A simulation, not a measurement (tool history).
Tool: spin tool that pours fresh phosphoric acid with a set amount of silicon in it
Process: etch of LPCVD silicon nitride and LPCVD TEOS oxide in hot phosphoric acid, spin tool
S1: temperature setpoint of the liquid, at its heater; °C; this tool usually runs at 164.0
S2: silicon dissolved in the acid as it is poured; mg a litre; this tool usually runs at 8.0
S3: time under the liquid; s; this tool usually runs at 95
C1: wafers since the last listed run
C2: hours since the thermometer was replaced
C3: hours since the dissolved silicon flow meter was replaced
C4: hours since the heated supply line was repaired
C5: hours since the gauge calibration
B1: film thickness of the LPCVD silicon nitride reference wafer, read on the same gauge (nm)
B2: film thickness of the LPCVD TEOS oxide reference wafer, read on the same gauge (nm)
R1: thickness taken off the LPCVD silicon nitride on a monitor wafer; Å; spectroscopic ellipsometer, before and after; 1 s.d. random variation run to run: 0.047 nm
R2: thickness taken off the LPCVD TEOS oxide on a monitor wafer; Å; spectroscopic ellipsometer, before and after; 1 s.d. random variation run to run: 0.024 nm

run,hour,S1,S2,S3,C1,C2,C3,C4,C5,B1,B2,R1,R2
1,0.0,162.0,8.0,95,0,1575.5,1645.8,567.3,1162.6,39.31,127.759,87.5,4.07
2,65.0,164.0,8.0,95,686,1640.5,1710.8,632.3,1227.6,39.27,127.666,92.5,5.23
3,99.0,164.0,8.0,95,359,1674.5,1744.8,666.3,1261.6,39.27,127.603,91.9,5.18
4,150.4,164.0,8.0,95,542,1725.9,1796.2,717.7,1313.0,39.24,127.537,93.2,4.87
5,298.0,164.0,8.0,45,1559,1873.5,1943.8,865.3,1460.6,39.17,127.278,44.0,2.21
# hour 303.9: dissolved silicon flow meter replaced
6,366.6,164.0,8.0,95,714,1942.1,62.7,933.9,1529.2,39.15,127.153,93.1,5.18
7,436.2,164.0,8.0,80,735,2011.7,132.3,1003.5,1598.8,39.11,127.042,77.5,4.00
# hour 440.9: thermometer replaced
8,468.5,164.0,8.0,125,330,27.6,164.6,1035.8,1631.1,39.08,126.981,122.6,6.17
9,521.5,161.0,2.5,95,559,80.6,217.6,1088.8,1684.1,39.06,126.884,84.5,4.24
# hour 529.6: heated supply line repaired
10,563.7,161.5,12.0,95,435,122.8,259.8,34.1,1726.3,39.05,126.846,86.0,3.80
11,613.3,164.0,2.5,65,523,172.4,309.4,83.7,1775.9,39.00,126.719,63.2,3.83
12,666.3,165.5,5.0,115,559,225.4,362.4,136.7,1828.9,38.96,126.626,117.0,7.37
13,691.5,162.0,14.5,95,266,250.6,387.6,161.9,1854.1,38.96,126.610,86.5,3.60
14,754.8,166.0,2.5,95,668,313.9,450.9,225.2,1917.4,38.92,126.522,98.0,6.24
15,809.4,165.0,13.0,95,576,368.5,505.5,279.8,1972.0,38.88,126.385,95.3,4.82
# hour 822.9: gauge calibrated
16,859.4,161.5,14.0,55,528,418.5,555.5,329.8,36.5,40.00,130.002,50.4,2.04
17,915.4,164.0,2.0,95,591,474.5,611.5,385.8,92.5,39.97,129.922,94.4,6.06
18,962.2,164.0,8.0,110,494,521.3,658.3,432.6,139.3,39.96,129.853,109.2,5.87
19,1022.1,165.5,8.0,95,632,581.2,718.2,492.5,199.2,39.92,129.742,99.8,5.65
20,1076.0,164.0,8.0,95,569,635.1,772.1,546.4,253.1,39.88,129.642,94.4,5.24
21,1135.9,164.0,8.0,95,632,695.0,832.0,606.3,313.0,39.86,129.546,94.5,4.74
22,1185.1,164.0,12.0,125,519,744.2,881.2,655.5,362.2,39.85,129.477,124.0,6.49
23,1222.7,164.0,8.0,95,397,781.8,918.8,693.1,399.8,39.80,129.406,94.4,5.21

The tool's hidden state at each run:
liquid colder than its thermometer reads (K): 0 on each run
dissolved silicon flow below the setpoint (%): 0 on each run
temperature lost on the way to the wafer (K): 0 on each run
H1: gauge reads high (%)
run,H1
1,-1.7
2,-1.79
3,-1.83
4,-1.9
5,-2.09
6,-2.18
7,-2.28
8,-2.32
9,-2.39
10,-2.44
11,-2.51
12,-2.58
13,-2.61
14,-2.69
15,-2.76
16,0.0127
17,-0.0605
18,-0.122
19,-0.2
20,-0.27
21,-0.349
22,-0.413
23,-0.462

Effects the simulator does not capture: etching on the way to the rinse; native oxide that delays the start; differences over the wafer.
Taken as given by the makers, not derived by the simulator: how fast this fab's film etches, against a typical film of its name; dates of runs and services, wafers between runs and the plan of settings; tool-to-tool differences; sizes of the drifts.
